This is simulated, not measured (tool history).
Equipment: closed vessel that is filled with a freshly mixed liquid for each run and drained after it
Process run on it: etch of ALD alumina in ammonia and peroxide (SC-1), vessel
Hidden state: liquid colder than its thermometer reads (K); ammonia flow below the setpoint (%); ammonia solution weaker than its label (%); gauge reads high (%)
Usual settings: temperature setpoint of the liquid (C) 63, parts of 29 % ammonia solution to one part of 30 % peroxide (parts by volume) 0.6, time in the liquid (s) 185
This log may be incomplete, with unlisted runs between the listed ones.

run	hour	temperature setpoint of the liquid (C)	parts of 29 % ammonia solution to one part of 30 % peroxide (parts by volume)	time in the liquid (s)	wafers since the last listed run	hours since the thermometer was replaced	hours since the ammonia flow meter was replaced	hours since the drum of ammonia solution was connected	hours since the gauge calibration	read-back film thickness of the ALD alumina reference wafer, read on the same gauge (nm)	thickness taken off the ALD alumina on a monitor wafer (nm)
1	0	63	0.6	185	0	339.7	252.3	159.5	559.2	139.96	25.19
2	35	63	0.4	160	2838	374.7	287.3	194.5	594.2	140.02	20.96
3	65	63	0.4	160	2433	404.7	317.3	224.5	624.2	139.98	20.89
4	96.5	63	0.6	185	2554	436.2	348.8	256	655.7	139.98	25.04
5	129.3	63	0.5	185	2660	469	381.6	288.8	688.5	139.98	24.72
6	152.7	63	0.6	185	1897	492.4	405	312.2	711.9	140.05	25.15
7	183.3	63	0.6	185	2481	523	435.6	342.8	742.5	140	25.13
8	204.4	63	0.6	185	1711	544.1	456.7	363.9	763.6	139.97	24.98
9	233.5	63	0.6	185	2360	573.2	485.8	393	792.7	140	25.06
10	251.6	63	0.6	185	1468	591.3	503.9	411.1	810.8	140.06	24.89
# hour 258.7: gauge calibrated
11	265.8	63	0.6	185	1151	605.5	518.1	425.3	7.1	140.05	24.85
12	317.2	63	0.6	270	4168	656.9	569.5	476.7	58.5	140	36.63
13	341	63	0.6	270	1930	680.7	593.3	500.5	82.3	139.98	36.43
14	353.1	56.5	0.5	185	981	692.8	605.4	512.6	94.4	140	17.59
# hour 368.6: thermometer replaced
15	416	63	0.9	235	5020	47.4	668.3	575.5	157.3	139.99	32.79
16	453.5	67	0.75	245	3041	84.9	705.8	613	194.8	139.99	40.96
# hour 455.8: new drum of ammonia solution connected
17	467	63	0.6	185	1013	98.4	719.3	11.2	208.3	139.98	25.22
# hour 486.4: ammonia flow meter replaced
18	486.9	63	0.6	185	1532	118.3	0.5	31.1	228.2	140.01	25.52
19	500.4	70	0.7	110	1094	131.8	14	44.6	241.7	140.01	21.69
20	533.6	59.5	0.75	290	2692	165	47.2	77.8	274.9	140	34.03
21	553	70	0.8	250	1573	184.4	66.6	97.2	294.3	140.01	49.6
22	584.1	63	0.5	270	2522	215.5	97.7	128.3	325.4	140.04	36.55
23	607	63	0.6	185	1857	238.4	120.6	151.2	348.3	139.94	25.34
24	636.4	68	0.75	120	2384	267.8	150	180.6	377.7	140.03	21.59
25	655.3	69	0.7	225	1532	286.7	168.9	199.5	396.6	140	41.95
26	676.1	63	0.6	255	1687	307.5	189.7	220.3	417.4	140	34.87
27	699.3	60.5	0.7	185	1881	330.7	212.9	243.5	440.6	139.97	22.59
28	714	63	0.4	250	1192	345.4	227.6	258.2	455.3	140.03	32.79

Here are 5 independent what-if runs from the current tool condition. What would each one return?
A	714.7	68	0.6	185	56	346.1	228.3	258.9	456	?	?
B	714.7	70	0.6	185	56	346.1	228.3	258.9	456	?	?
C	714.7	67	0.5	290	56	346.1	228.3	258.9	456	?	?
D	714.7	70	0.7	255	56	346.1	228.3	258.9	456	?	?
E	714.7	55	0.6	185	56	346.1	228.3	258.9	456	?	?

run	read-back film thickness of the ALD alumina reference wafer, read on the same gauge (nm)	thickness taken off the ALD alumina on a monitor wafer (nm)
A	140	32.47
B	140	35.77
C	140	47.65
D	140	50.02
E	140	16.77
The same runs, with their run-to-run variation unchanged, on a tool lacking any hidden condition would have given:
run	thickness taken off the ALD alumina on a monitor wafer (nm)
A	32.74
B	36.06
C	48.04
D	50.43
E	16.9
